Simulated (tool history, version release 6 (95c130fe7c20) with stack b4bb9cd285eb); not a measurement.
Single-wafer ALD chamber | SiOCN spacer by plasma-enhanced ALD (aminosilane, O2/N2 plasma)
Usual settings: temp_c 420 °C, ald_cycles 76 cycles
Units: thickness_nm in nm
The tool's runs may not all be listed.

run,hour,temp_c,ald_cycles,"read-back reference wafer on the same gauge, thickness_nm",thickness_nm
1,0,420,76,3.842,3.899
2,12,420,76,3.842,3.892
3,23.3,420,76,3.84,3.915
4,61.4,420,76,3.841,3.916
5,63.4,420,76,3.84,3.897
6,78,420,73,3.84,3.744
7,93.5,420,73,3.84,3.759
8,105.8,431,83,3.84,4.108
9,119,426,84,3.837,4.225
10,128.7,431,84,3.841,4.145
11,140.4,420,85,3.839,4.361
12,153.9,429,81,3.842,4.042
13,165.8,408,62,3.842,3.337
14,181,420,76,3.841,3.909

Not shown: 2 entries that the log had between the listed runs. Between which runs, and how does the tool's hidden state differ before and after?
Between runs 3 and 4: thermocouple changed; heater temperature recalibrated (hour 60.9)
  no hidden state differs between the two runs
Between runs 6 and 7: gauge calibrated (hour 86.7)
  no hidden state differs between the two runs

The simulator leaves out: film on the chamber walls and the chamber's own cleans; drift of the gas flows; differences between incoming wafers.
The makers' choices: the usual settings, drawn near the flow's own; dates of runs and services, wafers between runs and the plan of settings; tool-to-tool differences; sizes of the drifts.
